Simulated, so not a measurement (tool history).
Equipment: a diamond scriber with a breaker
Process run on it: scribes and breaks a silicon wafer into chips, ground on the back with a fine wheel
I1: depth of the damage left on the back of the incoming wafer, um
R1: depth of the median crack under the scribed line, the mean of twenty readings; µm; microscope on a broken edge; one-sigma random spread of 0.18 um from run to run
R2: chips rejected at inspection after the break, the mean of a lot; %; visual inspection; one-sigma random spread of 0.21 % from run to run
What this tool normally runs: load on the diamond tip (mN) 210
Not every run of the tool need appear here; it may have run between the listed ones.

Run 1, hour 0.0: usual settings but load on the diamond tip (mN) 236; I1 2.38. Result: R1 12.16 µm, R2 10.25 %.
Run 2, hour 33.1: usual settings; I1 1.79. Result: R1 10.83 µm, R2 3.65 %.
Run 3, hour 53.0: usual settings; I1 2.58. Result: R1 10.56 µm, R2 5.20 %.
Run 4, hour 77.6: usual settings; I1 2.31. Result: R1 10.62 µm, R2 5.05 %.
Run 5, hour 92.1: usual settings but load on the diamond tip (mN) 180; I1 2.66. Result: R1 9.14 µm, R2 5.10 %.
Run 6, hour 116.5: usual settings; I1 2.93. Result: R1 10.65 µm, R2 6.14 %.
At hour 120.2: diamond tip replaced by a new one.
Run 7, hour 145.4: usual settings; I1 1.77. Result: R1 11.08 µm, R2 4.33 %.
Run 8, hour 179.5: usual settings; I1 2.01. Result: R1 10.90 µm, R2 4.88 %.
Run 9, hour 194.1: usual settings but load on the diamond tip (mN) 189; I1 1.64. Result: R1 9.36 µm, R2 2.47 %.
Run 10, hour 219.2: usual settings but load on the diamond tip (mN) 189; I1 2.71. Result: R1 9.34 µm, R2 4.37 %.
Run 11, hour 254.8: usual settings but load on the diamond tip (mN) 189; I1 2.41. Result: R1 9.77 µm, R2 3.02 %.
Run 12, hour 290.0: usual settings; I1 1.60. Result: R1 11.27 µm, R2 4.94 %.
Run 13, hour 314.7: usual settings but load on the diamond tip (mN) 250; I1 2.15. Result: R1 13.35 µm, R2 17.61 %.
Run 14, hour 348.7: usual settings but load on the diamond tip (mN) 250; I1 1.61. Result: R1 13.58 µm, R2 15.50 %.
Run 15, hour 382.3: usual settings but load on the diamond tip (mN) 250; I1 2.40. Result: R1 13.40 µm, R2 17.09 %.
Run 16, hour 398.7: usual settings; I1 2.88. Result: R1 11.18 µm, R2 6.71 %.
Run 17, hour 420.5: usual settings; I1 2.27. Result: R1 11.20 µm, R2 6.05 %.
Run 18, hour 445.7: usual settings; I1 2.46. Result: R1 11.13 µm, R2 6.45 %.
Run 19, hour 481.1: usual settings but load on the diamond tip (mN) 258; I1 2.83. Result: R1 13.96 µm, R2 20.80 %.
Run 20, hour 505.2: usual settings but load on the diamond tip (mN) 252; I1 2.05. Result: R1 13.51 µm, R2 18.19 %.
Run 21, hour 525.8: usual settings but load on the diamond tip (mN) 254; I1 2.59. Result: R1 13.84 µm, R2 19.55 %.
Run 22, hour 541.3: usual settings; I1 2.84. Result: R1 11.49 µm, R2 7.58 %.
Run 23, hour 559.9: usual settings but load on the diamond tip (mN) 251; I1 1.79. Result: R1 13.96 µm, R2 20.57 %.
Run 24, hour 659.8: usual settings but load on the diamond tip (mN) 183; I1 1.84. Result: R1 9.72 µm, R2 3.09 %.
At hour 668.7: diamond tip replaced by a new one.
Run 25, hour 693.2: usual settings but load on the diamond tip (mN) 154; I1 1.53. Result: R1 7.74 µm, R2 8.48 %.
Run 26, hour 719.9: usual settings; I1 1.74. Result: R1 11.70 µm, R2 7.17 %.
Run 27, hour 733.7: usual settings; I1 1.97. Result: R1 11.44 µm, R2 7.64 %.
At hour 754.7: load on the tip recalibrated.
Run 28, hour 764.3: usual settings but load on the diamond tip (mN) 228; I1 2.07. Result: R1 10.56 µm, R2 3.78 %.
Run 29, hour 787.9: usual settings but load on the diamond tip (mN) 232; I1 1.88. Result: R1 11.16 µm, R2 4.15 %.
Run 30, hour 869.1: usual settings; I1 2.30. Result: R1 9.68 µm, R2 3.36 %.
Run 31, hour 893.6: usual settings; I1 1.63. Result: R1 9.55 µm, R2 2.57 %.
Run 32, hour 910.1: usual settings but load on the diamond tip (mN) 149; I1 1.77. Result: R1 6.01 µm, R2 29.09 %.
Run 33, hour 937.9: usual settings but load on the diamond tip (mN) 177; I1 1.58. Result: R1 7.97 µm, R2 7.70 %.
Run 34, hour 951.3: usual settings but load on the diamond tip (mN) 271; I1 2.82. Result: R1 12.60 µm, R2 11.16 %.
Run 35, hour 971.2: usual settings but load on the diamond tip (mN) 157; I1 2.20. Result: R1 6.67 µm, R2 20.35 %.

Here are 5 independent what-if runs from the current tool condition. What would each one return?
Run A, hour 971.8: usual settings but load on the diamond tip (mN) 233; I1 2.79. Result: R1 ?, R2 ?.
Run B, hour 971.8: usual settings but load on the diamond tip (mN) 243; I1 2.79. Result: R1 ?, R2 ?.
Run C, hour 971.8: usual settings but load on the diamond tip (mN) 185; I1 2.79. Result: R1 ?, R2 ?.
Run D, hour 971.8: usual settings but load on the diamond tip (mN) 265; I1 2.79. Result: R1 ?, R2 ?.
Run E, hour 971.8: usual settings but load on the diamond tip (mN) 169; I1 2.79. Result: R1 ?, R2 ?.

run     R1     R2
  A  10.30   5.42
  B  10.76   6.77
  C   7.90   7.92
  D  11.75  10.79
  E   7.02  14.73
With no hidden state in the tool, these same runs would have given:
run     R1     R2
  A  10.20   5.20
  B  10.66   6.44
  C   7.83   8.34
  D  11.64  10.28
  E   6.96  15.40
